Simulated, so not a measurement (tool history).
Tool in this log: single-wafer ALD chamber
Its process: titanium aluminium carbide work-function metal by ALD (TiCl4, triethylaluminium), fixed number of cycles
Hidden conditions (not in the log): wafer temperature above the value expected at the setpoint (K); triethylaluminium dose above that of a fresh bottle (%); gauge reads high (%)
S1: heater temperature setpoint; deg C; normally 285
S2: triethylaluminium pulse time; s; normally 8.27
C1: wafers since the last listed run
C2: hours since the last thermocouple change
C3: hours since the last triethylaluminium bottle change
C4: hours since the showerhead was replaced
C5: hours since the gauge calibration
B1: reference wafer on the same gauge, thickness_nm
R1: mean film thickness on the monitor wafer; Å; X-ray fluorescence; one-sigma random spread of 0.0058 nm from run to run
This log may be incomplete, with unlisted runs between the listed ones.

run	hour	S1	S2	C1	C2	C3	C4	C5	B1	R1
1	0.0	285	8.27	0	306.9	1849.9	3871.6	259.5	1.610	16.50
2	71.1	285	8.27	1083	378.0	1921.0	3942.7	330.6	1.610	16.54
3	132.0	285	8.27	927	438.9	1981.9	4003.6	391.5	1.611	16.47
4	196.0	285	8.27	975	502.9	2045.9	4067.6	455.5	1.610	16.42
5	244.8	285	8.27	743	551.7	2094.7	4116.4	504.3	1.609	16.41
# hour 277.9: gauge calibrated
6	321.9	285	10.69	1174	628.8	2171.8	4193.5	44.0	1.609	17.40
# hour 337.6: triethylaluminium bottle replaced
7	387.1	285	10.69	871	694.0	49.5	4258.7	109.2	1.611	17.95
8	449.6	290	9.71	952	756.5	112.0	4321.2	171.7	1.610	18.15
9	499.1	285	10.69	754	806.0	161.5	4370.7	221.2	1.607	17.78
# hour 533.1: showerhead replaced
10	558.9	290	11.39	789	865.8	221.3	25.8	281.0	1.609	18.25
11	595.4	280	5.39	556	902.3	257.8	62.3	317.5	1.610	14.70
12	643.4	281	8.27	731	950.3	305.8	110.3	365.5	1.610	16.34
# hour 663.2: thermocouple changed; heater temperature recalibrated
13	752.4	285	5.94	1538	89.2	414.8	219.3	474.5	1.609	15.86
# hour 782.9: gauge calibrated
14	795.7	280	5.15	659	132.5	458.1	262.6	12.8	1.608	14.67
15	839.9	285	8.27	673	176.7	502.3	306.8	57.0	1.609	17.20

Consider 3 possible next runs. They are alternatives, not a sequence: every one starts from the tool as it was left by run 15. What does each give?
A	840.3	289	8.27	6	177.1	502.7	307.2	57.4	?	?
B	840.3	291	10.50	6	177.1	502.7	307.2	57.4	?	?
C	840.3	278	6.36	6	177.1	502.7	307.2	57.4	?	?

run	B1	R1
A	1.610	17.62
B	1.610	18.65
C	1.610	15.47
Take away the tool's hidden state, keep each run's random variation, and the runs would have read:
run	R1
A	18.36
B	19.13
C	16.44
